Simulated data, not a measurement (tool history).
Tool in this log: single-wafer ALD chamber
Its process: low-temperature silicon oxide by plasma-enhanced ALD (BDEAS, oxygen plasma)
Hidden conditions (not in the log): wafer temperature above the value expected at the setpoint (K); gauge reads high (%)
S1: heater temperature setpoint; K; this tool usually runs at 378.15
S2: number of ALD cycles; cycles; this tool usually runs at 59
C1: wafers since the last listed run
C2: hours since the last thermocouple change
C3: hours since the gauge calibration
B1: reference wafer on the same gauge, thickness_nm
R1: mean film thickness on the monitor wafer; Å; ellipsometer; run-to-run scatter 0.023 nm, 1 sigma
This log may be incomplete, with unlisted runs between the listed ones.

Run 1, hour 0.0: usual settings; C1 0; C2 1882.6; C3 62.0; B1 6.739. Result: R1 79.99 Å.
Run 2, hour 15.9: usual settings; C1 105; C2 1898.5; C3 77.9; B1 6.737. Result: R1 79.72 Å.
Run 3, hour 24.6: usual settings but S2 53 cycles; C1 57; C2 1907.2; C3 86.6; B1 6.736. Result: R1 71.46 Å.
Run 4, hour 32.9: usual settings but S2 53 cycles; C1 55; C2 1915.5; C3 94.9; B1 6.742. Result: R1 71.36 Å.
Run 5, hour 48.8: usual settings but S2 53 cycles; C1 105; C2 1931.4; C3 110.8; B1 6.741. Result: R1 71.45 Å.
Run 6, hour 56.4: usual settings but S2 54 cycles; C1 50; C2 1939.0; C3 118.4; B1 6.739. Result: R1 72.83 Å.
Run 7, hour 67.5: usual settings but S2 54 cycles; C1 73; C2 1950.1; C3 129.5; B1 6.740. Result: R1 72.53 Å.
Run 8, hour 80.9: usual settings but S2 54 cycles; C1 89; C2 1963.5; C3 142.9; B1 6.738. Result: R1 72.52 Å.
Run 9, hour 91.1: usual settings; C1 67; C2 1973.7; C3 153.1; B1 6.745. Result: R1 79.27 Å.
Run 10, hour 100.4: usual settings; C1 61; C2 1983.0; C3 162.4; B1 6.737. Result: R1 79.05 Å.
Run 11, hour 112.8: usual settings; C1 82; C2 1995.4; C3 174.8; B1 6.736. Result: R1 79.15 Å.
Run 12, hour 122.0: usual settings; C1 61; C2 2004.6; C3 184.0; B1 6.741. Result: R1 79.59 Å.
Run 13, hour 134.9: usual settings but S1 372.15 K, S2 56 cycles; C1 85; C2 2017.5; C3 196.9; B1 6.742. Result: R1 76.44 Å.
At hour 136.5: gauge calibrated.
Run 14, hour 150.3: usual settings but S1 374.15 K, S2 64 cycles; C1 102; C2 2032.9; C3 13.8; B1 6.742. Result: R1 86.45 Å.
Run 15, hour 167.8: usual settings but S1 385.15 K, S2 64 cycles; C1 116; C2 2050.4; C3 31.3; B1 6.740. Result: R1 85.09 Å.
Run 16, hour 182.1: usual settings but S1 367.15 K, S2 50 cycles; C1 95; C2 2064.7; C3 45.6; B1 6.739. Result: R1 69.20 Å.
At hour 194.4: thermocouple changed; heater temperature recalibrated.
Run 17, hour 195.7: usual settings but S1 368.15 K, S2 50 cycles; C1 37; C2 1.3; C3 59.2; B1 6.742. Result: R1 68.94 Å.
Run 18, hour 212.8: usual settings but S1 384.15 K; C1 113; C2 18.4; C3 76.3; B1 6.740. Result: R1 78.63 Å.
Run 19, hour 223.4: usual settings but S2 53 cycles; C1 70; C2 29.0; C3 86.9; B1 6.746. Result: R1 71.59 Å.
Run 20, hour 237.9: usual settings but S1 382.15 K; C1 96; C2 43.5; C3 101.4; B1 6.742. Result: R1 78.98 Å.
Run 21, hour 252.2: usual settings but S1 374.15 K; C1 95; C2 57.8; C3 115.7; B1 6.741. Result: R1 79.49 Å.

What the log doesn't show, run by run:
wafer temperature above the value expected at the setpoint (K): 0, the same for each run
gauge reads high (%): 0, the same for each run
